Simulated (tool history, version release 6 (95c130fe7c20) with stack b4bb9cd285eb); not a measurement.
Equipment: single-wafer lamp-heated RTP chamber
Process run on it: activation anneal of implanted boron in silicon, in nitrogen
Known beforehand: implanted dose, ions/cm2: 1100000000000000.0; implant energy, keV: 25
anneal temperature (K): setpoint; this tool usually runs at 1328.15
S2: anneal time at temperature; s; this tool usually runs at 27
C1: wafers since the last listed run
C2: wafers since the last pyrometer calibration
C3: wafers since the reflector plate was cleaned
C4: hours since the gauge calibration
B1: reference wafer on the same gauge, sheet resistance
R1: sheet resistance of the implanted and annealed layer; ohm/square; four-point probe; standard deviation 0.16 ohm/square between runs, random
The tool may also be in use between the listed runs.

run 1 hour=0 | anneal_temperature_(K)=1328.15 S2=27 | C1=0 C2=1071 C3=3121 C4=258.5 | B1=117.96 | R1=107.37
run 2 hour=31.2 | anneal_temperature_(K)=1328.15 S2=27 | C1=621 C2=1693 C3=3743 C4=289.7 | B1=117.83 | R1=107.45
run 3 hour=94.7 | anneal_temperature_(K)=1328.15 S2=27 | C1=1265 C2=2959 C3=5008 C4=353.2 | B1=117.71 | R1=107.09
run 4 hour=127.8 | anneal_temperature_(K)=1328.15 S2=27 | C1=659 C2=3619 C3=5668 C4=386.3 | B1=117.62 | R1=107.18
run 5 hour=188.4 | anneal_temperature_(K)=1328.15 S2=27 | C1=1207 C2=4826 C3=6876 C4=446.9 | B1=117.52 | R1=106.79
-- hour=241.2 pyrometer window cleaned and pyrometer calibrated
-- hour=252.5 reflector plate cleaned
run 6 hour=374.7 | anneal_temperature_(K)=1328.15 S2=27 | C1=3394 C2=2501 C3=2435 C4=633.2 | B1=117.25 | R1=106.82
run 7 hour=431.1 | anneal_temperature_(K)=1328.15 S2=27 | C1=1124 C2=3625 C3=3559 C4=689.6 | B1=117.17 | R1=107.03
run 8 hour=492.3 | anneal_temperature_(K)=1328.15 S2=27 | C1=1219 C2=4845 C3=4779 C4=750.8 | B1=117.13 | R1=106.77
run 9 hour=559.9 | anneal_temperature_(K)=1328.15 S2=27 | C1=1347 C2=6192 C3=6127 C4=818.4 | B1=117.12 | R1=106.52
-- hour=586.6 pyrometer window cleaned and pyrometer calibrated
run 10 hour=602.9 | anneal_temperature_(K)=1328.15 S2=27 | C1=697 C2=325 C3=6824 C4=861.4 | B1=117.12 | R1=106.64
run 11 hour=672.2 | anneal_temperature_(K)=1313.15 S2=27 | C1=1381 C2=1706 C3=8205 C4=930.7 | B1=116.99 | R1=107.63
-- hour=702.7 reflector plate cleaned
run 12 hour=791.6 | anneal_temperature_(K)=1342.15 S2=27 | C1=2220 C2=3926 C3=1772 C4=1050.1 | B1=117.04 | R1=106.01
run 13 hour=819.5 | anneal_temperature_(K)=1342.15 S2=27 | C1=556 C2=4483 C3=2328 C4=1078 | B1=117.01 | R1=105.72
run 14 hour=857.1 | anneal_temperature_(K)=1328.15 S2=27 | C1=749 C2=5232 C3=3077 C4=1115.6 | B1=116.97 | R1=106.73
run 15 hour=903.9 | anneal_temperature_(K)=1355.15 S2=39 | C1=932 C2=6165 C3=4010 C4=1162.4 | B1=116.97 | R1=104.51
-- hour=935.5 pyrometer window cleaned and pyrometer calibrated
run 16 hour=947.5 | anneal_temperature_(K)=1313.15 S2=27 | C1=709 C2=239 C3=4719 C4=1206 | B1=116.95 | R1=107.6
run 17 hour=1012.8 | anneal_temperature_(K)=1318.15 S2=27 | C1=1301 C2=1540 C3=6021 C4=1271.3 | B1=116.94 | R1=106.99
run 18 hour=1040.8 | anneal_temperature_(K)=1318.15 S2=27 | C1=558 C2=2098 C3=6579 C4=1299.3 | B1=116.88 | R1=107.17
-- hour=1060.4 gauge calibrated
run 19 hour=1107.4 | anneal_temperature_(K)=1340.15 S2=32 | C1=1327 C2=3426 C3=7906 C4=47 | B1=118.82 | R1=107.34
-- hour=1127.2 reflector plate cleaned
run 20 hour=1175.7 | anneal_temperature_(K)=1355.15 S2=37 | C1=1201 C2=4627 C3=965 C4=115.3 | B1=118.46 | R1=106.05
-- hour=1203.3 pyrometer window cleaned and pyrometer calibrated
run 21 hour=1221.4 | anneal_temperature_(K)=1313.15 S2=39 | C1=751 C2=360 C3=1717 C4=161 | B1=118.27 | R1=107.96
run 22 hour=1285.7 | anneal_temperature_(K)=1344.15 S2=20 | C1=1281 C2=1641 C3=2998 C4=225.3 | B1=118.09 | R1=107.43
run 23 hour=1318.9 | anneal_temperature_(K)=1328.15 S2=27 | C1=661 C2=2303 C3=3660 C4=258.5 | B1=118.02 | R1=107.54
run 24 hour=1352.5 | anneal_temperature_(K)=1311.15 S2=33 | C1=669 C2=2973 C3=4330 C4=292.1 | B1=117.84 | R1=108.16
run 25 hour=1404.2 | anneal_temperature_(K)=1350.15 S2=35 | C1=1030 C2=4003 C3=5360 C4=343.8 | B1=117.79 | R1=105.8
run 26 hour=1437.7 | anneal_temperature_(K)=1338.15 S2=19 | C1=667 C2=4671 C3=6028 C4=377.3 | B1=117.68 | R1=107.69
run 27 hour=1496.9 | anneal_temperature_(K)=1318.15 S2=41 | C1=1179 C2=5851 C3=7208 C4=436.5 | B1=117.62 | R1=107.06
-- hour=1523.5 pyrometer window cleaned and pyrometer calibrated
run 28 hour=1524 | anneal_temperature_(K)=1328.15 S2=27 | C1=380 C2=9 C3=7588 C4=463.6 | B1=117.54 | R1=106.91

Hidden state at the last listed run before each entry between runs and at the first one after, where it differs:
Run 5 -> run 6: pyrometer window cleaned and pyrometer calibrated (hour 241.2); reflector plate cleaned (hour 252.5)
  gauge reads high (%): -1.26 -> -1.47
  the result without the hidden state subtracted from the measured one, R1: -1.36 -> -1.59 ohm/square
Run 9 -> run 10: pyrometer window cleaned and pyrometer calibrated (hour 586.6)
  gauge reads high (%): -1.6 -> -1.63
  the result without the hidden state subtracted from the measured one, R1: -1.74 -> -1.76 ohm/square
Run 11 -> run 12: reflector plate cleaned (hour 702.7)
  gauge reads high (%): -1.66 -> -1.7
  the result without the hidden state subtracted from the measured one, R1: -1.81 -> -1.83 ohm/square
Run 15 -> run 16: pyrometer window cleaned and pyrometer calibrated (hour 935.5)
  gauge reads high (%): -1.73 -> -1.74
  the result without the hidden state subtracted from the measured one, R1: -1.84 -> -1.91 ohm/square
Run 18 -> run 19: gauge calibrated (hour 1060.4)
  gauge reads high (%): -1.76 -> -0.185
  the result without the hidden state subtracted from the measured one, R1: -1.92 -> -0.2 ohm/square
Run 19 -> run 20: reflector plate cleaned (hour 1127.2)
  gauge reads high (%): -0.185 -> -0.442
  the result without the hidden state subtracted from the measured one, R1: -0.2 -> -0.47 ohm/square
Run 20 -> run 21: pyrometer window cleaned and pyrometer calibrated (hour 1203.3)
  gauge reads high (%): -0.442 -> -0.591
  the result without the hidden state subtracted from the measured one, R1: -0.47 -> -0.64 ohm/square
Run 27 -> run 28: pyrometer window cleaned and pyrometer calibrated (hour 1523.5)
  gauge reads high (%): -1.19 -> -1.23
  the result without the hidden state subtracted from the measured one, R1: -1.29 -> -1.34 ohm/square
